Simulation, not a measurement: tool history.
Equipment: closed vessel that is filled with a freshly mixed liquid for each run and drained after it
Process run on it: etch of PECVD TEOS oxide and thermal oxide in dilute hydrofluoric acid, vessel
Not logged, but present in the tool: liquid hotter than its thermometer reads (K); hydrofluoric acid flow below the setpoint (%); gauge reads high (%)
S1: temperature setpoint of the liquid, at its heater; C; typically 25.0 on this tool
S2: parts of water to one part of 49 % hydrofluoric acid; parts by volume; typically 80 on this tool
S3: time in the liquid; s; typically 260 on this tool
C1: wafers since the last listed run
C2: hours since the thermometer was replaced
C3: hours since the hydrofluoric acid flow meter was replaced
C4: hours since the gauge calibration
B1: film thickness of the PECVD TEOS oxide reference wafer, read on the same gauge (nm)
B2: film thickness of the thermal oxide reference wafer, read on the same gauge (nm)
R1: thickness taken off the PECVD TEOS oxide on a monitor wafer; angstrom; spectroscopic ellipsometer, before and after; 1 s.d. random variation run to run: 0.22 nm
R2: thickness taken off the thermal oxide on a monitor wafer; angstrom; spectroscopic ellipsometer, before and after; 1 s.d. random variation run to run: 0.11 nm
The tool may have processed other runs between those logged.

| run | hour | S1 | S2 | S3 | C1 | C2 | C3 | C4 | B1 | B2 | R1 | R2 |
|---|---|---|---|---|---|---|---|---|---|---|---|---|
| 1 | 0.0 | 25.0 | 80 | 260 | 0 | 1426.1 | 1096.8 | 1502.4 | 110.00 | 130.01 | 371.5 | 183.0 |
|  | 65.6 | thermometer replaced |
| 2 | 66.6 | 25.0 | 50 | 260 | 4214 | 1.0 | 1163.4 | 1569.0 | 110.00 | 129.98 | 585.0 | 283.5 |
| 3 | 157.5 | 25.0 | 50 | 260 | 5839 | 91.9 | 1254.3 | 1659.9 | 110.00 | 130.01 | 583.9 | 288.5 |
| 4 | 199.5 | 25.0 | 105 | 260 | 2698 | 133.9 | 1296.3 | 1701.9 | 110.00 | 129.99 | 261.6 | 127.3 |
| 5 | 241.4 | 25.0 | 80 | 260 | 2691 | 175.8 | 1338.2 | 1743.8 | 109.99 | 130.02 | 352.2 | 172.1 |
| 6 | 327.8 | 25.0 | 80 | 260 | 5550 | 262.2 | 1424.6 | 1830.2 | 109.98 | 129.99 | 355.3 | 175.1 |
| 7 | 430.3 | 25.0 | 80 | 260 | 6585 | 364.7 | 1527.1 | 1932.7 | 110.02 | 130.01 | 355.7 | 172.3 |
| 8 | 491.7 | 25.0 | 80 | 200 | 3944 | 426.1 | 1588.5 | 1994.1 | 110.01 | 129.99 | 273.5 | 134.7 |
| 9 | 562.3 | 25.0 | 80 | 200 | 4535 | 496.7 | 1659.1 | 2064.7 | 110.02 | 130.01 | 272.7 | 132.3 |
| 10 | 626.4 | 25.0 | 80 | 200 | 4118 | 560.8 | 1723.2 | 2128.8 | 109.98 | 130.01 | 278.1 | 134.1 |
| 11 | 683.6 | 26.5 | 80 | 260 | 3674 | 618.0 | 1780.4 | 2186.0 | 110.00 | 129.98 | 378.4 | 183.8 |
| 12 | 778.4 | 25.0 | 65 | 260 | 6090 | 712.8 | 1875.2 | 2280.8 | 110.00 | 130.00 | 450.6 | 220.8 |
| 13 | 866.9 | 25.0 | 100 | 260 | 5685 | 801.3 | 1963.7 | 2369.3 | 109.99 | 130.00 | 280.7 | 137.4 |
| 14 | 938.5 | 20.5 | 80 | 260 | 4599 | 872.9 | 2035.3 | 2440.9 | 110.01 | 130.00 | 302.1 | 149.4 |
|  | 977.4 | hydrofluoric acid flow meter replaced |
|  | 978.3 | gauge calibrated |
| 15 | 1041.6 | 28.0 | 55 | 180 | 6559 | 976.0 | 64.2 | 63.3 | 110.01 | 130.01 | 436.5 | 213.4 |
| 16 | 1236.2 | 27.5 | 65 | 200 | 12502 | 1170.6 | 258.8 | 257.9 | 109.98 | 130.00 | 398.2 | 195.4 |
| 17 | 1327.7 | 20.5 | 55 | 260 | 5878 | 1262.1 | 350.3 | 349.4 | 110.00 | 130.02 | 467.0 | 232.2 |
| 18 | 1487.2 | 22.0 | 80 | 260 | 10247 | 1421.6 | 509.8 | 508.9 | 110.00 | 130.00 | 337.7 | 162.7 |
| 19 | 1559.5 | 25.0 | 80 | 260 | 4644 | 1493.9 | 582.1 | 581.2 | 109.99 | 129.99 | 376.1 | 183.5 |
|  | 1609.1 | thermometer replaced |
| 20 | 1663.2 | 25.0 | 80 | 320 | 6598 | 54.1 | 685.8 | 684.9 | 109.98 | 129.97 | 431.7 | 213.0 |
| 21 | 1731.4 | 25.0 | 80 | 260 | 4381 | 122.3 | 754.0 | 753.1 | 109.97 | 130.03 | 353.1 | 174.0 |
| 22 | 1823.0 | 28.5 | 45 | 390 | 5884 | 213.9 | 845.6 | 844.7 | 110.01 | 130.01 | 1145.4 | 564.1 |
| 23 | 1868.1 | 25.0 | 120 | 405 | 2897 | 259.0 | 890.7 | 889.8 | 110.01 | 130.03 | 352.2 | 175.0 |
| 24 | 1961.4 | 20.5 | 45 | 405 | 5994 | 352.3 | 984.0 | 983.1 | 110.01 | 129.99 | 863.0 | 422.8 |
| 25 | 2025.6 | 29.0 | 65 | 110 | 4124 | 416.5 | 1048.2 | 1047.3 | 110.02 | 130.04 | 224.9 | 109.6 |
| 26 | 2096.2 | 22.5 | 45 | 135 | 4535 | 487.1 | 1118.8 | 1117.9 | 109.99 | 130.00 | 317.0 | 155.5 |

Forecast each of these 4 alternatives for the next run:
| A | 2096.9 | 25.0 | 80 | 260 | 44 | 487.8 | 1119.5 | 1118.6 | ? | ? | ? | ? |
| B | 2096.9 | 25.0 | 80 | 330 | 44 | 487.8 | 1119.5 | 1118.6 | ? | ? | ? | ? |
| C | 2096.9 | 23.5 | 80 | 260 | 44 | 487.8 | 1119.5 | 1118.6 | ? | ? | ? | ? |
| D | 2096.9 | 28.0 | 80 | 195 | 44 | 487.8 | 1119.5 | 1118.6 | ? | ? | ? | ? |

| run | B1 | B2 | R1 | R2 |
|---|---|---|---|---|
| A | 110.01 | 130.01 | 365.4 | 177.9 |
| B | 110.01 | 130.01 | 463.8 | 225.8 |
| C | 110.01 | 130.01 | 344.2 | 167.6 |
| D | 110.01 | 130.01 | 308.1 | 150.0 |
Take away the tool's hidden state, keep each run's random variation, and the runs would have read:
| run | R1 | R2 |
|---|---|---|
| A | 360.4 | 175.5 |
| B | 457.4 | 222.7 |
| C | 339.3 | 165.2 |
| D | 304.1 | 148.1 |
